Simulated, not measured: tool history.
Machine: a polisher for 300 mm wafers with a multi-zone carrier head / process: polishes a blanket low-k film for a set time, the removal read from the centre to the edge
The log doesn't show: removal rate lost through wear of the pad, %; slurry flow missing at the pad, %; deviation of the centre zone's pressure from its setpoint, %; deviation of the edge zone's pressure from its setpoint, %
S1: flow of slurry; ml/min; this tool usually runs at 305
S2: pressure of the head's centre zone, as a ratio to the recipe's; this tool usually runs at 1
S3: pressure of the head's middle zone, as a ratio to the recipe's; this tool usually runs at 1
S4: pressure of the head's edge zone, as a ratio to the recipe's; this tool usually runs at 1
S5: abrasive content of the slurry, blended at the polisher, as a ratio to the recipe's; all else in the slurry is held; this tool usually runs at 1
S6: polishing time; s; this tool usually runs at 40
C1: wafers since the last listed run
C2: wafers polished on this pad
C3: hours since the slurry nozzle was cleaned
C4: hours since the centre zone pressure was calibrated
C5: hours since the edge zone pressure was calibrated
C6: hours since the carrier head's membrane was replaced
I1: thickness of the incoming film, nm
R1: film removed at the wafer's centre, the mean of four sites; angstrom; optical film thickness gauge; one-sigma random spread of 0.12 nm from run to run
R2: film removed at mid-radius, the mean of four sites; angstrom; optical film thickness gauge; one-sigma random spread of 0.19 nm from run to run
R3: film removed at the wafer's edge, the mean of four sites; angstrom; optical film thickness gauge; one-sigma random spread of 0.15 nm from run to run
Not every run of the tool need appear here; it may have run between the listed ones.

run	hour	S1	S2	S3	S4	S5	S6	C1	C2	C3	C4	C5	C6	I1	R1	R2	R3
1	0	305	1	1	1	1.15	40	0	2523	363.2	540.2	351.7	759.9	754.1	149	155	144
# hour 35.7: centre zone pressure recalibrated
2	46.3	305	1	1	1	0.9	40	667	3190	409.5	10.6	398	806.2	760.4	141	145	134
# hour 65.7: slurry nozzle cleaned
# hour 85.7: carrier head's membrane replaced by a new one
3	115.2	305	1	1	1	1	40	947	4137	49.5	79.5	466.9	29.5	770.8	146	148	139
4	155.8	305	0.94	0.91	1	1	40	611	4749	90.1	120.1	507.5	70.1	757.9	135	140	137
5	216.5	305	1.12	1	1	1.2	40	914	5663	150.8	180.8	568.2	130.8	765.4	168	156	146
# hour 226.6: worn pad replaced by a new one
6	255.6	305	0.94	1.03	1	1	40	528	437	189.9	219.9	607.3	169.9	767.3	133	154	138
7	307.1	305	1	1	1	1	40	775	1213	241.4	271.4	658.8	221.4	752	143	150	140
8	341.9	305	1	1	0.95	1	40	524	1737	276.2	306.2	693.6	256.2	773.3	143	149	137
9	412.2	305	1	1	1.07	1	40	1058	2795	346.5	376.5	763.9	326.5	756.7	144	150	142
10	444.4	305	1	0.9	0.91	1	40	484	3280	378.7	408.7	796.1	358.7	767.3	143	137	131

Expected results for the next run?
11	493.9	305	1.03	1.05	1	1	40	745	4026	428.2	458.2	845.6	408.2	752.3	?	?	?

{"run 11": {"R1": 148, "R2": 154, "R3": 139}}
If the tool had no hidden condition, the same run with the same run-to-run variation would have returned R1 148 angstrom, R2 154 angstrom, R3 139 angstrom.

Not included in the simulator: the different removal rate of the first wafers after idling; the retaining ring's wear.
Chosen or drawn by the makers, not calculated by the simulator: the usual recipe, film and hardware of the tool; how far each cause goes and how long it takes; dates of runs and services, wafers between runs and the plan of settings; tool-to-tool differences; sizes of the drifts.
